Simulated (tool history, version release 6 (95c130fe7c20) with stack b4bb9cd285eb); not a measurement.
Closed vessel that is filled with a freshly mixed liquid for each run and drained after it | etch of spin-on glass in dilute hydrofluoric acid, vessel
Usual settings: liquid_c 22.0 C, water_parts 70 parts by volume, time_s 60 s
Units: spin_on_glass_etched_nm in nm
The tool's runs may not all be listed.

run	hour	liquid_c	water_parts	time_s	wafers since the last listed run	hours since the thermometer was replaced	hours since the hydrofluoric acid flow meter was replaced	hours since the gauge calibration	read-back film thickness of the spin-on glass reference wafer, read on the same gauge (nm)	spin_on_glass_etched_nm
1	0.0	22.0	95	75	0	492.8	68.1	766.4	49.97	44.38
2	69.7	22.0	95	75	10336	562.5	137.8	836.1	50.03	45.15
3	134.7	22.0	70	45	9639	627.5	202.8	901.1	50.01	38.11
4	183.6	22.0	70	45	7252	676.4	251.7	950.0	49.99	38.49
5	256.9	22.0	70	75	10870	749.7	325.0	1023.3	50.01	64.42
6	296.1	22.0	70	75	5813	788.9	364.2	1062.5	49.99	64.35
7	387.0	22.0	85	85	13480	879.8	455.1	1153.4	50.01	59.29
8	494.6	22.0	85	85	15957	987.4	562.7	1261.0	50.00	60.38
9	533.2	22.0	70	60	5724	1026.0	601.3	1299.6	49.98	52.78
10	600.6	22.0	70	60	9995	1093.4	668.7	1367.0	49.96	53.39
11	672.0	23.5	70	85	10588	1164.8	740.1	1438.4	49.98	79.78
12	724.7	22.0	70	60	7815	1217.5	792.8	1491.1	49.97	53.48
13	792.7	22.0	70	60	10084	1285.5	860.8	1559.1	49.99	54.70
14	866.2	22.0	70	60	10900	1359.0	934.3	1632.6	50.01	54.58
15	958.6	22.0	70	60	13703	1451.4	1026.7	1725.0	50.02	55.65
16	1039.5	22.0	70	60	11997	1532.3	1107.6	1805.9	50.01	55.77
# hour 1092.2: thermometer replaced
17	1135.1	20.5	70	60	14029	42.9	1203.2	1901.5	49.96	48.47
18	1242.1	22.0	70	60	15868	149.9	1310.2	2008.5	49.99	51.85
19	1287.4	25.0	50	30	6718	195.2	1355.5	2053.8	50.00	42.73
20	1390.7	19.0	70	60	15319	298.5	1458.8	2157.1	49.99	47.31
21	1436.7	22.0	70	85	6821	344.5	1504.8	2203.1	50.02	75.64
22	1476.3	26.0	40	75	5872	384.1	1544.4	2242.7	50.02	144.91
23	1559.0	27.0	70	80	12264	466.8	1627.1	2325.4	50.01	88.05
24	1629.4	22.0	70	60	10440	537.2	1697.5	2395.8	50.00	54.68
25	1726.4	22.0	40	50	14385	634.2	1794.5	2492.8	49.99	81.88
# hour 1812.5: gauge calibrated
26	1828.9	22.0	70	60	15201	736.7	1897.0	16.4	50.01	56.46
# hour 1852.8: hydrofluoric acid flow meter replaced
27	1882.8	19.0	70	35	7845	790.6	30.0	70.3	50.01	26.43
28	2115.4	22.0	70	70	34495	1023.2	262.6	302.9	50.00	61.17
29	2190.9	22.0	70	60	11196	1098.7	338.1	378.4	50.00	52.44
# hour 2441.9: thermometer replaced
30	2470.8	22.0	70	60	41362	28.9	618.0	658.3	49.98	50.48
31	2554.2	18.5	70	35	12368	112.3	701.4	741.7	49.98	25.14
32	2593.8	23.5	70	60	5872	151.9	741.0	781.3	50.03	53.75
33	2754.2	24.0	55	80	23788	312.3	901.4	941.7	49.97	96.73

Hidden state at the last listed run before each entry between runs and at the first one after, where it differs:
Between runs 16 and 17: thermometer replaced (hour 1092.2)
  liquid hotter than its thermometer reads (K): 2.64 -> 0.436; hydrofluoric acid flow above the setpoint (%): 5.72 -> 6.21
  measured less the result without the state, spin_on_glass_etched_nm: +8.64 -> +3.88 nm
Between runs 25 and 26: gauge calibrated (hour 1812.5)
  liquid hotter than its thermometer reads (K): 1.39 -> 1.56; hydrofluoric acid flow above the setpoint (%): 9.24 -> 9.76
  measured less the result without the state, spin_on_glass_etched_nm: +11.47 -> +8.59 nm
Between runs 26 and 27: hydrofluoric acid flow meter replaced (hour 1852.8)
  liquid hotter than its thermometer reads (K): 1.56 -> 1.65; hydrofluoric acid flow above the setpoint (%): 9.76 -> 0.267
  measured less the result without the state, spin_on_glass_etched_nm: +8.59 -> +1.84 nm
Between runs 29 and 30: thermometer replaced (hour 2441.9)
  liquid hotter than its thermometer reads (K): 2.14 -> 0.473; hydrofluoric acid flow above the setpoint (%): 1.84 -> 3.28
  measured less the result without the state, spin_on_glass_etched_nm: +5.34 -> +2.67 nm
